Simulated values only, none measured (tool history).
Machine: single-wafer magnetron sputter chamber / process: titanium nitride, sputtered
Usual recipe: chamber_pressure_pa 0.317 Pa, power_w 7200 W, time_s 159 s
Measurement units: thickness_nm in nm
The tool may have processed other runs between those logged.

run   hour  chamber_pressure_pa  power_w  time_s  read-back reference wafer on the same gauge, thickness_nm  thickness_nm
  1    0.0                0.317     7200     159                                                    248.222       228.289
  2   17.8                0.317     7200     159                                                    247.973       228.464
  3   32.6                0.317     7200     159                                                    248.241       228.198
  4   52.7                0.239     7200     159                                                    247.921       235.110
  5   77.4                0.317     7200     159                                                    247.799       226.409
  6  128.2                0.317     7200     159                                                    248.111       226.990
  7  161.2                0.317     7200     159                                                    248.186       227.265
  8  182.5                0.317     7200     159                                                    247.781       227.683
  9  197.1                0.317     7200     136                                                    247.875       194.547
 10  217.9                0.317     7200     136                                                    248.198       193.762
 11  243.2                0.317     7200     159                                                    248.108       227.211
 12  271.4                0.317     7200     159                                                    248.301       227.090
     283.5  -- sputter target and shields replaced
 13  299.5                0.317     7200     159                                                    248.076       231.852
 14  314.0                0.317     7200     159                                                    248.360       232.644
 15  332.0                0.317     7200     159                                                    247.883       230.416
     342.4  -- magnet pack replaced
     363.7  -- gauge calibrated
     389.7  -- capacitance manometer re-zeroed and calibrated
 16  390.2                0.399     7200     170                                                    247.775       237.584
 17  403.8                0.408     7200     159                                                    247.894       221.615
 18  433.4                0.354     7200     176                                                    247.738       250.932
 19  466.2                0.254     5850     182                                                    248.289       219.893
 20  485.7                0.255     7700     175                                                    247.727       279.508
 21  505.0                0.317     7200     183                                                    247.844       266.030
 22  519.9                0.406     6600     168                                                    247.864       212.878
 23  542.6                0.317     6750     159                                                    247.692       217.023
 24  556.8                0.317     7200     159                                                    247.894       229.571
 25  637.3                0.423     8100     144                                                    247.831       222.142
 26  670.8                0.317     7200     159                                                    248.050       231.252
 27  704.1                0.230     7650     173                                                    248.064       278.440
 28  736.1                0.317     7200     159                                                    247.945       228.653

The same runs without the tool's hidden state, with the same run-to-run variation:
Hidden state present: deposition rate above that of a new target (%); true argon pressure above the setpoint (%); gauge reads high (%).
run  thickness_nm
  1       232.004
  2       232.280
  3       232.091
  4       239.236
  5       230.518
  6       231.390
  7       231.853
  8       232.397
  9       198.644
 10       197.941
 11       232.253
 12       232.285
 13       232.055
 14       232.926
 15       230.793
 16       238.298
 17       222.352
 18       251.942
 19       220.948
 20       280.978
 21       267.550
 22       214.170
 23       218.457
 24       231.165
 25       224.110
 26       233.485
 27       281.351
 28       231.218
